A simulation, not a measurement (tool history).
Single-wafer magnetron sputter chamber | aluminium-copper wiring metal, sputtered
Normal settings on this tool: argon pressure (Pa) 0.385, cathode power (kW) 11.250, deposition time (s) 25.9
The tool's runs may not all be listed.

| run | hour | argon pressure (Pa) | cathode power (kW) | deposition time (s) | read-back reference wafer on the same gauge, thickness_nm | mean film thickness on the monitor wafer (nm) |
|---|---|---|---|---|---|---|
| 1 | 0.0 | 0.385 | 11.250 | 25.9 | 555.640 | 517.341 |
|  | 15.0 | sputter target and shields replaced |
| 2 | 19.8 | 0.385 | 11.250 | 25.9 | 557.260 | 542.797 |
| 3 | 50.7 | 0.385 | 11.250 | 25.9 | 555.957 | 547.852 |
| 4 | 70.5 | 0.385 | 11.250 | 25.9 | 556.956 | 544.510 |
| 5 | 101.7 | 0.385 | 11.250 | 24.3 | 555.424 | 517.190 |
| 6 | 115.7 | 0.385 | 11.250 | 24.3 | 556.149 | 514.007 |
| 7 | 149.8 | 0.385 | 11.250 | 24.3 | 556.286 | 507.461 |
| 8 | 238.3 | 0.385 | 11.250 | 23.1 | 555.021 | 473.588 |
| 9 | 274.3 | 0.385 | 11.250 | 25.9 | 556.810 | 523.527 |
|  | 285.3 | magnet pack replaced |
| 10 | 304.5 | 0.385 | 11.250 | 25.9 | 556.698 | 518.879 |
|  | 326.1 | gauge calibrated |
|  | 334.7 | capacitance manometer re-zeroed and calibrated |
| 11 | 336.1 | 0.266 | 14.000 | 25.9 | 556.033 | 678.386 |
|  | 350.1 | sputter target and shields replaced |
| 12 | 360.6 | 0.509 | 12.650 | 21.9 | 554.967 | 440.346 |
| 13 | 376.9 | 0.279 | 10.000 | 25.9 | 556.529 | 461.961 |
| 14 | 402.6 | 0.385 | 11.250 | 21.9 | 556.528 | 414.709 |
| 15 | 437.0 | 0.385 | 11.250 | 21.6 | 556.320 | 408.772 |
| 16 | 455.3 | 0.385 | 11.250 | 25.9 | 556.492 | 486.960 |
|  | 473.8 | sputter target and shields replaced, repeated, since the last time left the tool worse |
| 17 | 480.6 | 0.385 | 9.150 | 29.3 | 557.433 | 505.290 |
| 18 | 511.3 | 0.385 | 11.250 | 25.9 | 557.733 | 540.900 |

3 options for the next run, each taken on its own from the tool as it stands now. Forecast them:
| A | 511.7 | 0.385 | 11.250 | 25.9 | ? | ? |
| B | 511.7 | 0.385 | 9.100 | 28.4 | ? | ? |
| C | 511.7 | 0.385 | 9.450 | 31.0 | ? | ? |

| run | read-back reference wafer on the same gauge, thickness_nm | mean film thickness on the monitor wafer (nm) |
|---|---|---|
| A | 555.407 | 541.351 |
| B | 555.407 | 480.160 |
| C | 555.407 | 544.277 |
Take away the tool's hidden state, keep each run's random variation, and the runs would have read:
| run | mean film thickness on the monitor wafer (nm) |
|---|---|
| A | 544.585 |
| B | 483.029 |
| C | 547.529 |
